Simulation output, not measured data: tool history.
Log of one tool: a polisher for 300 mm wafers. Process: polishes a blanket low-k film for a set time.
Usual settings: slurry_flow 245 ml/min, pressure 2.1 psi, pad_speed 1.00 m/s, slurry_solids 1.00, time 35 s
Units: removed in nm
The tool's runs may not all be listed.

| run | hour | slurry_flow | pressure | pad_speed | slurry_solids | time | incoming thickness of the incoming film, nm | removed |
|---|---|---|---|---|---|---|---|---|
| 1 | 0.0 | 245 | 2.1 | 1.00 | 1.00 | 35 | 470.3 | 14.6 |
| 2 | 10.4 | 245 | 2.1 | 1.00 | 1.00 | 35 | 473.3 | 14.2 |
| 3 | 16.8 | 245 | 2.1 | 1.00 | 1.00 | 35 | 468.9 | 13.8 |
| 4 | 29.1 | 245 | 2.1 | 1.00 | 1.00 | 35 | 464.1 | 14.0 |
| 5 | 42.2 | 245 | 2.1 | 1.00 | 1.00 | 35 | 474.6 | 14.0 |
| 6 | 58.1 | 245 | 2.1 | 1.00 | 1.00 | 35 | 463.1 | 14.1 |
| 7 | 70.1 | 245 | 2.1 | 1.00 | 1.00 | 35 | 462.9 | 14.1 |
| 8 | 79.1 | 245 | 2.1 | 1.00 | 1.00 | 35 | 463.5 | 13.7 |
| 9 | 91.6 | 245 | 2.1 | 1.00 | 1.00 | 35 | 474.5 | 14.3 |
| 10 | 102.7 | 245 | 2.1 | 1.00 | 1.05 | 35 | 466.4 | 14.6 |
| 11 | 117.1 | 245 | 2.1 | 1.00 | 1.05 | 35 | 468.2 | 14.4 |
| 12 | 134.0 | 320 | 2.1 | 1.00 | 0.85 | 35 | 470.5 | 12.8 |
| 13 | 143.1 | 170 | 2.1 | 1.22 | 1.00 | 35 | 469.8 | 15.9 |
| 14 | 153.3 | 245 | 2.1 | 1.00 | 1.00 | 35 | 475.5 | 13.8 |
| 15 | 166.5 | 275 | 1.8 | 1.34 | 1.15 | 35 | 463.1 | 18.0 |
| 16 | 176.1 | 245 | 1.7 | 0.88 | 1.00 | 35 | 472.8 | 11.0 |
| 17 | 192.8 | 205 | 1.7 | 0.68 | 1.25 | 35 | 464.5 | 9.8 |
| 18 | 205.6 | 245 | 2.1 | 1.00 | 1.00 | 35 | 474.8 | 15.3 |
| 19 | 214.1 | 325 | 2.6 | 1.00 | 1.00 | 26 | 468.7 | 14.7 |
| 20 | 232.1 | 245 | 2.1 | 1.00 | 1.00 | 35 | 469.0 | 14.9 |
| 21 | 239.9 | 245 | 2.1 | 1.00 | 1.00 | 35 | 464.1 | 15.4 |
| 22 | 244.5 | 245 | 1.8 | 1.00 | 1.00 | 35 | 469.5 | 12.8 |
| 23 | 253.5 | 185 | 2.5 | 1.00 | 1.00 | 42 | 466.5 | 20.5 |
| 24 | 265.0 | 210 | 2.1 | 1.32 | 1.00 | 35 | 459.3 | 18.1 |
| 25 | 271.8 | 285 | 2.1 | 1.00 | 1.00 | 31 | 461.5 | 12.8 |

Taken out of this log: 6 entries between the listed runs. Where each belongs, and how the hidden state differs across it:
Between runs 8 and 9: worn pad replaced by a new one (hour 91.1)
  deviation of the head's pressure from its setpoint, %: -10.6 -> -10.7
  measured less the result without the state, removed: -1.7 -> -1.7 nm
Between runs 9 and 10: conditioning disc replaced and pad reconditioned (hour 99.4)
  deviation of the head's pressure from its setpoint, %: -10.7 -> -10.8
  measured less the result without the state, removed: -1.7 -> -1.8 nm
Between runs 11 and 12: slurry blender recalibrated (hour 124.2)
  deviation of the head's pressure from its setpoint, %: -10.9 -> -11
  measured less the result without the state, removed: -1.8 -> -1.6 nm
Between runs 14 and 15: head pressure recalibrated (hour 161.4)
  deviation of the head's pressure from its setpoint, %: -11 -> -1.16
  measured less the result without the state, removed: -1.7 -> -0.2 nm
Between runs 17 and 18: slurry nozzle cleaned (hour 196.1)
  deviation of the head's pressure from its setpoint, %: -2.66 -> -3.33
  measured less the result without the state, removed: -0.3 -> -0.5 nm
Between runs 20 and 21: worn pad replaced by a new one (hour 239.4)
  deviation of the head's pressure from its setpoint, %: -4.57 -> -4.91
  measured less the result without the state, removed: -0.7 -> -0.7 nm
